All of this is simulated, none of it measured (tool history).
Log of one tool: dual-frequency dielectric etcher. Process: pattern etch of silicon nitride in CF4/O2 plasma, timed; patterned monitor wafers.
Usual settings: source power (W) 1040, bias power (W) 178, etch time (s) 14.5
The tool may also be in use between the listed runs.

run	hour	source power (W)	bias power (W)	etch time (s)	read-back reference wafer on the same gauge, depth_nm	mean etch depth across the wafer (Å)
1	0	1040	178	14.5	48.1	543
# hour 23.6: gauge calibrated
2	44.9	1040	178	14.5	48.1	539
3	70.3	1040	178	14.5	48.3	539
4	138.3	1040	178	14.5	48.3	531
# hour 185: wet clean of the chamber
5	185.5	1040	178	14.5	48.1	564
6	210.9	1040	178	14.5	48.2	563
7	234.9	1040	150	14.5	48.3	504
8	302.6	1040	150	14.5	48.2	503
9	331.5	890	178	14.5	48.2	485
10	447.5	890	178	14.5	48.1	480
11	476.8	890	178	14.5	48.1	472
12	506.9	1040	168	14.5	48.3	524
# hour 543.1: upper electrode replaced
13	543.6	930	178	17.5	48.1	594
# hour 561.4: source power generator calibrated
14	601.6	930	178	17.5	48.2	589
# hour 642.9: wet clean of the chamber
15	655	1040	140	18.5	48.3	615
16	707.8	1040	178	14.5	48.3	555
17	765.8	810	198	17	48.1	549

Run 18 comes next. What will it give?
# hour 788.3: bias power generator calibrated
# hour 791.4: gauge calibrated
18	816.6	1040	220	12	?	?

Run 18 gave read-back reference wafer on the same gauge, depth_nm 48.3, mean etch depth across the wafer (Å) 506.
Without the tool's hidden state the same run would have given mean etch depth across the wafer (Å) 518.
